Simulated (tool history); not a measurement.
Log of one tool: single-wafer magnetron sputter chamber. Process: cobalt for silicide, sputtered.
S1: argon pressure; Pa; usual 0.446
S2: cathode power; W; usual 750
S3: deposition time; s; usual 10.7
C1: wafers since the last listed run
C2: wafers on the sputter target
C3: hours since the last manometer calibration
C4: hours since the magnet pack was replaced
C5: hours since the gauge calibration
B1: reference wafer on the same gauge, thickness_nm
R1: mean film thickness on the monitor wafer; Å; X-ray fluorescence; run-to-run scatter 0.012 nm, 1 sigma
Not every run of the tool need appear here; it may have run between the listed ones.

run    hour     S1   S2    S3    C1    C2      C3      C4      C5     B1     R1
  1     0.0  0.446  900  10.7     0  6041   795.7  8189.1   720.9  3.756  41.29
      170.8  -- sputter target and shields replaced
  2   189.9  0.446  750  10.7  3008   315   985.6  8379.0   910.8  3.750  35.36
  3   242.5  0.446  750  10.7   869  1185  1038.2  8431.6   963.4  3.748  35.51
  4   280.8  0.446  800  10.7   633  1819  1076.5  8469.9  1001.7  3.755  37.32
  5   311.0  0.446  800  10.7   499  2318  1106.7  8500.1  1031.9  3.751  37.28
  6   347.2  0.446  800  10.7   598  2917  1142.9  8536.3  1068.1  3.747  37.13
  7   417.7  0.446  750  10.7  1165  4083  1213.4  8606.8  1138.6  3.748  35.55
  8   449.1  0.446  750  10.7   519  4602  1244.8  8638.2  1170.0  3.756  35.33
  9   474.1  0.446  750  10.7   413  5016  1269.8  8663.2  1195.0  3.750  35.11
 10   538.8  0.446  750  10.7  1070  6086  1334.5  8727.9  1259.7  3.749  35.15
 11   579.3  0.446  800   9.4   669  6756  1375.0  8768.4  1300.2  3.752  32.81
 12   636.7  0.446  800   9.4   949  7705  1432.4  8825.8  1357.6  3.753  32.74
      638.2  -- gauge calibrated
      671.4  -- sputter target and shields replaced
 13   705.5  0.446  800   9.4  1005   564  1501.2  8894.6    67.3  3.750  32.61
 14   735.0  0.401  750  10.7   487  1052  1530.7  8924.1    96.8  3.750  35.76
 15   791.3  0.401  750  10.7   931  1983  1587.0  8980.4   153.1  3.752  35.80
      801.3  -- capacitance manometer re-zeroed and calibrated
 16   851.5  0.540  750  10.7   863  2846    50.2  9040.6   213.3  3.750  34.56
 17   879.3  0.318  700  10.7   459  3306    78.0  9068.4   241.1  3.752  34.38
 18   923.8  0.354  750  10.7   735  4042   122.5  9112.9   285.6  3.748  36.32
 19   969.0  0.349  600  10.7   747  4790   167.7  9158.1   330.8  3.748  30.32
 20  1018.9  0.544  600  10.1   825  5615   217.6  9208.0   380.7  3.748  26.99
 21  1054.0  0.446  750   8.7   580  6196   252.7  9243.1   415.8  3.752  28.69
     1069.7  -- magnet pack replaced
 22  1095.1  0.605  750   9.9   547  6743   293.8    25.4   456.9  3.748  31.20
     1136.8  -- sputter target and shields replaced
 23  1141.3  0.492  900  10.7   631    74   340.0    71.6   503.1  3.751  40.98
 24  1171.4  0.511  550  11.8   497   571   370.1   101.7   533.2  3.751  29.81
 25  1215.3  0.446  750  10.7   726  1298   414.0   145.6   577.1  3.749  35.44
 26  1243.0  0.446  850  11.3   458  1756   441.7   173.3   604.8  3.751  41.52
 27  1281.1  0.446  750  11.5   630  2386   479.8   211.4   642.9  3.751  38.05
 28  1321.0  0.446  750  10.7   659  3046   519.7   251.3   682.8  3.749  35.23
 29  1354.8  0.446  750  11.6   559  3605   553.5   285.1   716.6  3.745  38.09
 30  1385.4  0.322  650   9.5   506  4111   584.1   315.7   747.2  3.751  28.88
 31  1410.8  0.446  750  10.7   420  4531   609.5   341.1   772.6  3.754  35.26
 32  1449.9  0.341  700  11.9   646  5178   648.6   380.2   811.7  3.752  38.27

Below are 4 alternative next runs, each starting from the tool's condition after run 32. Predict each:
  A  1450.3  0.446  750  12.8   6  5184  649.0  380.6  812.1   ?   ?
  B  1450.3  0.586  800  10.7   6  5184  649.0  380.6  812.1   ?   ?
  C  1450.3  0.286  750  11.9   6  5184  649.0  380.6  812.1   ?   ?
  D  1450.3  0.534  750  12.2   6  5184  649.0  380.6  812.1   ?   ?

run     B1     R1
  A  3.750  42.08
  B  3.750  35.86
  C  3.750  40.72
  D  3.750  39.24
Take away the tool's hidden state, keep each run's random variation, and the runs would have read:
run     R1
  A  42.08
  B  35.86
  C  40.72
  D  39.24
